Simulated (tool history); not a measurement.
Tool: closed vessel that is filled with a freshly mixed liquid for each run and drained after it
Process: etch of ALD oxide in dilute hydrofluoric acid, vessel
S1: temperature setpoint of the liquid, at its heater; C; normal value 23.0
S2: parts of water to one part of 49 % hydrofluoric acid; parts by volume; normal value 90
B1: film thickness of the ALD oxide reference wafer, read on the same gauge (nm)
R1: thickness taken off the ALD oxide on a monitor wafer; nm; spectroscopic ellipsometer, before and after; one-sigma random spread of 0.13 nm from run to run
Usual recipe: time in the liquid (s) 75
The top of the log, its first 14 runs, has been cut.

Run 15, day 13.929: usual settings but S2 60 parts by volume; B1 129.98. Result: R1 28.57 nm.
At day 16.154: gauge calibrated.
Run 16, day 18.379: usual settings but S1 25.0 C; B1 130.00. Result: R1 20.09 nm.
Run 17, day 19.758: usual settings but S1 26.5 C, S2 55 parts by volume, time in the liquid (s) 115; B1 129.97. Result: R1 55.73 nm.
Run 18, day 21.179: usual settings; B1 129.95. Result: R1 18.36 nm.
At day 22.058: hydrofluoric acid flow meter replaced.
Run 19, day 22.079: usual settings but S1 25.5 C, S2 100 parts by volume, time in the liquid (s) 40; B1 130.04. Result: R1 10.13 nm.
Run 20, day 22.642: usual settings but S1 26.0 C, S2 120 parts by volume, time in the liquid (s) 50; B1 130.00. Result: R1 10.63 nm.
Run 21, day 23.317: usual settings but S2 45 parts by volume, time in the liquid (s) 115; B1 130.02. Result: R1 62.86 nm.
Run 22, day 24.367: usual settings; B1 130.03. Result: R1 19.30 nm.
At day 25.238: thermometer replaced.
Run 23, day 25.854: usual settings but time in the liquid (s) 45; B1 129.96. Result: R1 12.74 nm.

What does the tool deliver on the next run?
Run 24, day 27.025: usual settings; B1 ?. Result: R1 ?.

{"run 24": {"B1": 129.96, "R1": 20.87}}
With no hidden state in the tool, this same run would have given R1 21.44 nm.
